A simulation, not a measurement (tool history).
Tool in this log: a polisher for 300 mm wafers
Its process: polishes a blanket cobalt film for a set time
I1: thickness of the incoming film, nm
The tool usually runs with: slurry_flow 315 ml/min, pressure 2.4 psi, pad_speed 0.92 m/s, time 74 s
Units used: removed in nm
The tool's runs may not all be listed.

{"run": 1, "hour": 0.0, "slurry_flow": 315, "pressure": 2.6, "pad_speed": 0.68, "time": 74, "I1": 1189.3, "removed": 378.5}
{"run": 2, "hour": 39.9, "slurry_flow": 315, "pressure": 2.6, "pad_speed": 0.68, "time": 74, "I1": 1174.3, "removed": 378.2}
{"run": 3, "hour": 73.1, "slurry_flow": 315, "pressure": 2.4, "pad_speed": 0.92, "time": 74, "I1": 1182.7, "removed": 479.1}
{"hour": 159.6, "done": "slurry nozzle cleaned"}
{"run": 4, "hour": 264.7, "slurry_flow": 315, "pressure": 2.4, "pad_speed": 0.92, "time": 74, "I1": 1183.4, "removed": 477.8}
{"hour": 276.7, "done": "worn pad replaced by a new one"}
{"run": 5, "hour": 334.8, "slurry_flow": 315, "pressure": 2.4, "pad_speed": 0.92, "time": 74, "I1": 1160.1, "removed": 478.9}
{"run": 6, "hour": 359.3, "slurry_flow": 315, "pressure": 2.4, "pad_speed": 0.92, "time": 74, "I1": 1178.3, "removed": 484.0}
{"run": 7, "hour": 413.5, "slurry_flow": 315, "pressure": 2.4, "pad_speed": 0.92, "time": 74, "I1": 1165.6, "removed": 482.9}
{"run": 8, "hour": 497.2, "slurry_flow": 315, "pressure": 2.4, "pad_speed": 0.92, "time": 74, "I1": 1183.2, "removed": 477.4}
{"run": 9, "hour": 524.4, "slurry_flow": 315, "pressure": 2.4, "pad_speed": 0.92, "time": 74, "I1": 1174.8, "removed": 475.0}
{"run": 10, "hour": 564.7, "slurry_flow": 315, "pressure": 2.4, "pad_speed": 0.92, "time": 74, "I1": 1168.0, "removed": 481.4}
{"hour": 598.0, "done": "worn pad replaced by a new one"}
{"run": 11, "hour": 616.9, "slurry_flow": 315, "pressure": 2.4, "pad_speed": 0.92, "time": 74, "I1": 1161.9, "removed": 470.9}
{"hour": 636.5, "done": "head pressure recalibrated"}
{"run": 12, "hour": 669.3, "slurry_flow": 315, "pressure": 2.4, "pad_speed": 0.92, "time": 74, "I1": 1167.5, "removed": 486.2}
{"run": 13, "hour": 715.5, "slurry_flow": 315, "pressure": 1.8, "pad_speed": 0.92, "time": 74, "I1": 1152.0, "removed": 360.8}
{"run": 14, "hour": 768.6, "slurry_flow": 315, "pressure": 2.4, "pad_speed": 0.92, "time": 74, "I1": 1167.2, "removed": 476.4}
{"run": 15, "hour": 812.3, "slurry_flow": 315, "pressure": 2.4, "pad_speed": 0.92, "time": 74, "I1": 1162.2, "removed": 473.1}
{"run": 16, "hour": 845.6, "slurry_flow": 315, "pressure": 3.1, "pad_speed": 1.22, "time": 74, "I1": 1163.2, "removed": 788.8}
{"run": 17, "hour": 886.7, "slurry_flow": 245, "pressure": 2.4, "pad_speed": 0.92, "time": 74, "I1": 1178.6, "removed": 458.2}

What does the tool deliver on the next run?
{"run": 18, "hour": 937.2, "slurry_flow": 315, "pressure": 2.4, "pad_speed": 0.92, "time": 74, "I1": 1169.4, "removed": "?"}

{"run 18": {"removed": 470.1}}
Take away the tool's hidden state, keep the run-to-run variation as it was, and the same run would have given removed 470.1 nm.

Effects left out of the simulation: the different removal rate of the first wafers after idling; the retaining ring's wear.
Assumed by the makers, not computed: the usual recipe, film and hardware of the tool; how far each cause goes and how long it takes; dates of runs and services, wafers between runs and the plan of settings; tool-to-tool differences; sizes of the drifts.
